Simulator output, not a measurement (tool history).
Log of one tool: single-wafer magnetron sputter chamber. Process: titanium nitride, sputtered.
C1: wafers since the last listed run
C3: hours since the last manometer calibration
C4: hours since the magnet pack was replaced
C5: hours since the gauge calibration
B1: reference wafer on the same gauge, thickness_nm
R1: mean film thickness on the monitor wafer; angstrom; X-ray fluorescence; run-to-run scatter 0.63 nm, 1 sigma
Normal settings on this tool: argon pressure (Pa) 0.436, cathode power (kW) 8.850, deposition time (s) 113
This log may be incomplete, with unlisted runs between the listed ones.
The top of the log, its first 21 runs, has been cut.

-- day=62.571 sputter target and shields replaced
-- day=62.979 gauge calibrated
-- day=64.492 magnet pack replaced
run 22 day=65.462 | argon_pressure_(Pa)=0.436 cathode_power_(kW)=8.050 deposition_time_(s)=100 | C1=1297 wafers_on_the_sputter_target=936 C3=129.4 C4=23.3 C5=59.6 | B1=154.026 | R1=1399.15
run 23 day=67.992 | argon_pressure_(Pa)=0.436 cathode_power_(kW)=7.000 deposition_time_(s)=129 | C1=925 wafers_on_the_sputter_target=1861 C3=190.1 C4=84.0 C5=120.3 | B1=153.961 | R1=1581.78
run 24 day=71.075 | argon_pressure_(Pa)=0.570 cathode_power_(kW)=8.850 deposition_time_(s)=113 | C1=1128 wafers_on_the_sputter_target=2989 C3=264.1 C4=158.0 C5=194.3 | B1=154.144 | R1=1675.22
run 25 day=73.650 | argon_pressure_(Pa)=0.436 cathode_power_(kW)=8.850 deposition_time_(s)=113 | C1=942 wafers_on_the_sputter_target=3931 C3=325.9 C4=219.8 C5=256.1 | B1=154.015 | R1=1745.18
run 26 day=78.133 | argon_pressure_(Pa)=0.436 cathode_power_(kW)=8.850 deposition_time_(s)=113 | C1=1640 wafers_on_the_sputter_target=5572 C3=433.5 C4=327.4 C5=363.7 | B1=154.184 | R1=1738.35
run 27 day=82.100 | argon_pressure_(Pa)=0.521 cathode_power_(kW)=8.850 deposition_time_(s)=133 | C1=1451 wafers_on_the_sputter_target=7023 C3=528.7 C4=422.6 C5=458.9 | B1=154.013 | R1=1995.64
-- day=84.175 sputter target and shields replaced
run 28 day=86.167 | argon_pressure_(Pa)=0.436 cathode_power_(kW)=8.850 deposition_time_(s)=113 | C1=1365 wafers_on_the_sputter_target=728 C3=626.3 C4=520.2 C5=556.5 | B1=153.923 | R1=1753.82
run 29 day=89.017 | argon_pressure_(Pa)=0.436 cathode_power_(kW)=8.850 deposition_time_(s)=113 | C1=1042 wafers_on_the_sputter_target=1770 C3=694.7 C4=588.6 C5=624.9 | B1=154.020 | R1=1747.22
run 30 day=91.558 | argon_pressure_(Pa)=0.526 cathode_power_(kW)=6.750 deposition_time_(s)=124 | C1=929 wafers_on_the_sputter_target=2700 C3=755.7 C4=649.6 C5=685.9 | B1=153.934 | R1=1422.37
run 31 day=100.096 | argon_pressure_(Pa)=0.513 cathode_power_(kW)=7.050 deposition_time_(s)=98 | C1=3123 wafers_on_the_sputter_target=5824 C3=960.6 C4=854.5 C5=890.8 | B1=154.030 | R1=1191.28
run 32 day=103.317 | argon_pressure_(Pa)=0.436 cathode_power_(kW)=8.850 deposition_time_(s)=119 | C1=1178 wafers_on_the_sputter_target=7002 C3=1037.9 C4=931.8 C5=968.1 | B1=154.006 | R1=1862.97

Consider 4 possible next runs. They are alternatives, not a sequence: every one starts from the tool as it was left by run 32. What does each give?
run A day=103.333 | argon_pressure_(Pa)=0.390 cathode_power_(kW)=8.850 deposition_time_(s)=113 | C1=6 wafers_on_the_sputter_target=7008 C3=1038.3 C4=932.2 C5=968.5 | B1=? | R1=?
run B day=103.333 | argon_pressure_(Pa)=0.436 cathode_power_(kW)=9.450 deposition_time_(s)=106 | C1=6 wafers_on_the_sputter_target=7008 C3=1038.3 C4=932.2 C5=968.5 | B1=? | R1=?
run C day=103.333 | argon_pressure_(Pa)=0.436 cathode_power_(kW)=8.050 deposition_time_(s)=131 | C1=6 wafers_on_the_sputter_target=7008 C3=1038.3 C4=932.2 C5=968.5 | B1=? | R1=?
run D day=103.333 | argon_pressure_(Pa)=0.274 cathode_power_(kW)=7.250 deposition_time_(s)=134 | C1=6 wafers_on_the_sputter_target=7008 C3=1038.3 C4=932.2 C5=968.5 | B1=? | R1=?

run=A B1=153.944 R1=1779.15
run=B B1=153.944 R1=1756.58
run=C B1=153.944 R1=1851.61
run=D B1=153.944 R1=1793.76
Without the tool's hidden state the same runs would have given:
run=A R1=1765.63
run=B R1=1741.97
run=C R1=1836.20
run=D R1=1783.44
